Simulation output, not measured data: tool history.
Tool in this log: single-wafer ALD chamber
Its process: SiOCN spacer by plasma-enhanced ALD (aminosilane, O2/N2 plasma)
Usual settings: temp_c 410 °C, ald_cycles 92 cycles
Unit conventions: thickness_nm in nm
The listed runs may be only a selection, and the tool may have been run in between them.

run,day,temp_c,ald_cycles,"read-back reference wafer on the same gauge, thickness_nm",thickness_nm
1,0,410,80,5.512,4.961
2,3.146,410,80,5.512,4.972
3,4.8,410,80,5.505,4.933
4,8.867,410,92,5.512,5.721
5,13.183,410,92,5.514,5.645
6,17.183,410,92,5.503,5.659
7,19.812,410,92,5.507,5.675
8,22.542,410,92,5.511,5.704
9,24.946,410,92,5.513,5.663
10,27.625,410,92,5.509,5.711
11,31.917,410,92,5.506,5.591
12,33.758,410,92,5.507,5.641
13,36.029,410,92,5.512,5.671
14,38.588,410,92,5.509,5.644
15,42.579,410,92,5.506,5.608
16,45.738,410,92,5.508,5.641
17,49.542,410,92,5.513,5.646
18,52.688,397,83,5.503,5.316
19,55.904,410,110,5.51,6.755
20,59.825,423,80,5.514,4.635
21,64.154,424,79,5.51,4.582
22,66.329,402,104,5.514,6.54
23,67.908,404,92,5.511,5.696
# day 74.467: gauge calibrated
# day 75.521: thermocouple changed; heater temperature recalibrated
24,77.754,400,106,5.512,6.786
25,80.346,410,92,5.502,5.712
26,84.467,410,92,5.51,5.707
27,88.071,424,105,5.513,6.22
28,90.642,416,92,5.514,5.563
29,93.496,422,100,5.511,5.856
30,96.158,399,86,5.51,5.48
31,100.512,410,92,5.512,5.664
32,102.05,420,106,5.513,6.247
33,105.425,420,106,5.51,6.304
34,107.088,410,92,5.509,5.644

Branching from run 34: 3 alternative next runs. What would each branch give?
A,107.112,410,87,?,?
B,107.112,420,92,?,?
C,107.112,410,82,?,?

run,"read-back reference wafer on the same gauge, thickness_nm",thickness_nm
A,5.513,5.31
B,5.513,5.416
C,5.513,5.005
Without the tool's unlogged condition, the same runs would have read:
run,thickness_nm
A,5.348
B,5.455
C,5.04

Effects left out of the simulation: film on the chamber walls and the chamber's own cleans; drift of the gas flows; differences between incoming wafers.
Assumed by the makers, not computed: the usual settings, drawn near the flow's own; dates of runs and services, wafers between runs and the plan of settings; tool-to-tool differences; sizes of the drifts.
